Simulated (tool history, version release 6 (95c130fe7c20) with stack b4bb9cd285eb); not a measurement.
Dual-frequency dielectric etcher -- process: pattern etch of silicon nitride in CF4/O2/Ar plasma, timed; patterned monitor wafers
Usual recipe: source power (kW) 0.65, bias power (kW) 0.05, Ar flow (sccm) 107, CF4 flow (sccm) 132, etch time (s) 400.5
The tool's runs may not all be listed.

run   hour  source power (kW)  bias power (kW)  Ar flow (sccm)  CF4 flow (sccm)  etch time (s)  read-back reference wafer on the same gauge, depth_nm  mean etch depth across the wafer (nm)
  1      0               0.65             0.05             107              132          400.5                                                 1172.7                                 1033.5
  2   24.1               0.65             0.05             126              132          400.5                                                 1174.7                                 1002.6
  3   42.6               0.65             0.05             126              132          400.5                                                 1172.6                                 1003.2
  4   72.4               0.65             0.05             107              132          345.5                                                 1172.5                                  891.7
  5  106.8               0.65            0.044             107              132          400.5                                                 1172.9                                  987.8
     137.5  -- wet clean of the chamber
     141.1  -- upper electrode replaced
     145.3  -- source power generator calibrated
  6  145.8               0.65            0.044             107              132          400.5                                                   1172                                  932.1
  7  146.3               0.65             0.05             107              156          347.5                                                 1171.4                                  863.8
  8  174.6               0.74             0.05             107              132          400.5                                                 1173.3                                 1123.8
  9  210.3               0.65            0.055             107              115            516                                                 1172.7                                 1295.5
     229.4  -- Ar flow controller replaced
 10    235               0.74             0.05             107              132          400.5                                                 1173.5                                   1124
     251.4  -- gauge calibrated
 11    256               0.65             0.05             107              132          353.5                                                 1172.5                                    866
     263.9  -- CF4 flow controller replaced
 12  273.7               0.65             0.05             107              132          400.5                                                 1173.3                                  981.4
     296.9  -- bias power generator calibrated
 13  299.4               0.65             0.05             107              132          439.5                                                 1172.2                                 1077.4
 14  330.7               0.65             0.05             107              132          400.5                                                 1174.6                                  977.3
 15    360               0.65            0.046             131              163          294.5                                                 1173.2                                  688.2
 16  383.1               0.65             0.05             107              132            438                                                 1172.8                                 1077.9
 17  409.8               0.65            0.057             107              132          400.5                                                 1174.7                                 1037.7
 18  442.7               0.65             0.05             107              143          400.5                                                 1172.2                                  992.3
 19  456.3               0.65             0.05             107              152          400.5                                                 1174.6                                  995.7
 20  475.8               0.81             0.05             107              132          473.5                                                   1175                                 1465.3
 21  488.7               0.65             0.05             107              132          400.5                                                 1171.6                                  985.9
 22  520.2               0.65             0.05             107              132            309                                                 1172.4                                  762.1

3 options for the next run, each taken on its own from the tool as it stands now. Forecast them:
  A  520.7               0.65             0.05             107              111          400.5                                                      ?                                      ?
  B  520.7               0.71            0.057             107              132            508                                                      ?                                      ?
  C  520.7               0.74            0.061             123              132          291.5                                                      ?                                      ?

run  read-back reference wafer on the same gauge, depth_nm  mean etch depth across the wafer (nm)
  A                                                 1173.5                                  972.6
  B                                                 1173.5                                 1441.9
  C                                                 1173.5                                  864.8
With no hidden state in the tool, these same runs would have given:
run  mean etch depth across the wafer (nm)
  A                                  969.3
  B                                 1437.1
  C                                  861.9

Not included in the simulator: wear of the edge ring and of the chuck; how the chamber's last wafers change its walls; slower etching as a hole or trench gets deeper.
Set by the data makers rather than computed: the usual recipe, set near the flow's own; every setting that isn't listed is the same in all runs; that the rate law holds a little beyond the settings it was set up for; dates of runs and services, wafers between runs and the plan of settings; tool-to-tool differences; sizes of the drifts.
